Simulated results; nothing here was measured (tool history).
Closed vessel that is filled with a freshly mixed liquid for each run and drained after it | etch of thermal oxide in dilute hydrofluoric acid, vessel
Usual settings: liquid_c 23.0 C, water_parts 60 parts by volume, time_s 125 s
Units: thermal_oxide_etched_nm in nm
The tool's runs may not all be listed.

run	hour	liquid_c	water_parts	time_s	read-back film thickness of the thermal oxide reference wafer, read on the same gauge (nm)	thermal_oxide_etched_nm
1	0.0	23.0	60	185	119.99	16.99
2	55.4	23.0	60	125	120.03	11.57
3	74.3	23.0	60	125	119.99	11.54
4	106.1	21.5	60	125	120.01	10.92
5	136.4	21.5	60	125	120.00	10.94
6	191.9	21.5	60	125	120.00	10.87
7	205.0	23.0	60	125	120.01	11.78
8	220.5	23.0	60	125	120.00	11.75
9	307.9	23.0	60	125	120.00	11.85
10	330.4	21.0	60	125	120.00	10.79
11	353.4	21.0	60	125	119.97	10.88
# hour 363.0: hydrofluoric acid flow meter replaced
12	371.9	24.5	60	125	120.01	11.91
13	392.5	21.5	60	95	120.01	8.05
14	417.8	25.5	50	55	119.99	6.65
# hour 419.6: gauge calibrated
15	441.6	24.5	60	65	120.03	6.23
16	474.7	18.5	85	125	120.00	6.52
17	508.3	26.5	60	125	120.00	13.10
18	541.6	25.0	85	180	120.01	12.01
19	555.4	23.0	60	125	119.98	11.41
# hour 572.6: thermometer replaced
20	581.4	26.5	60	160	119.99	14.94
21	601.6	23.0	80	55	119.96	3.30
22	636.6	19.0	45	175	120.00	16.45
23	662.9	23.0	30	70	119.99	11.83
24	680.7	23.0	60	185	119.97	15.12
25	715.4	23.0	60	125	120.00	10.12
26	739.6	23.0	85	125	120.00	6.98
27	773.9	23.0	50	125	120.03	12.49
28	803.9	21.0	60	90	120.00	6.70
29	829.4	18.0	60	125	119.96	8.41
30	846.9	27.0	35	180	120.02	30.98
31	860.2	23.0	60	175	119.99	14.30
32	887.2	23.0	60	125	120.01	10.34
33	917.5	23.0	60	95	119.99	7.84
34	947.1	23.0	60	125	119.95	10.38

The same runs without the tool's hidden state, with the same run-to-run variation:
The hidden state here: liquid hotter than its thermometer reads (K); hydrofluoric acid flow above the setpoint (%); gauge reads high (%).
run	thermal_oxide_etched_nm
1	14.74
2	10.00
3	9.97
4	9.40
5	9.39
6	9.30
7	10.09
8	10.05
9	10.08
10	9.15
11	9.21
12	10.62
13	7.15
14	5.91
15	5.54
16	5.75
17	11.60
18	10.62
19	10.05
20	14.77
21	3.25
22	16.21
23	11.63
24	14.85
25	9.92
26	6.83
27	12.19
28	6.53
29	8.17
30	30.11
31	13.88
32	10.02
33	7.58
34	10.02

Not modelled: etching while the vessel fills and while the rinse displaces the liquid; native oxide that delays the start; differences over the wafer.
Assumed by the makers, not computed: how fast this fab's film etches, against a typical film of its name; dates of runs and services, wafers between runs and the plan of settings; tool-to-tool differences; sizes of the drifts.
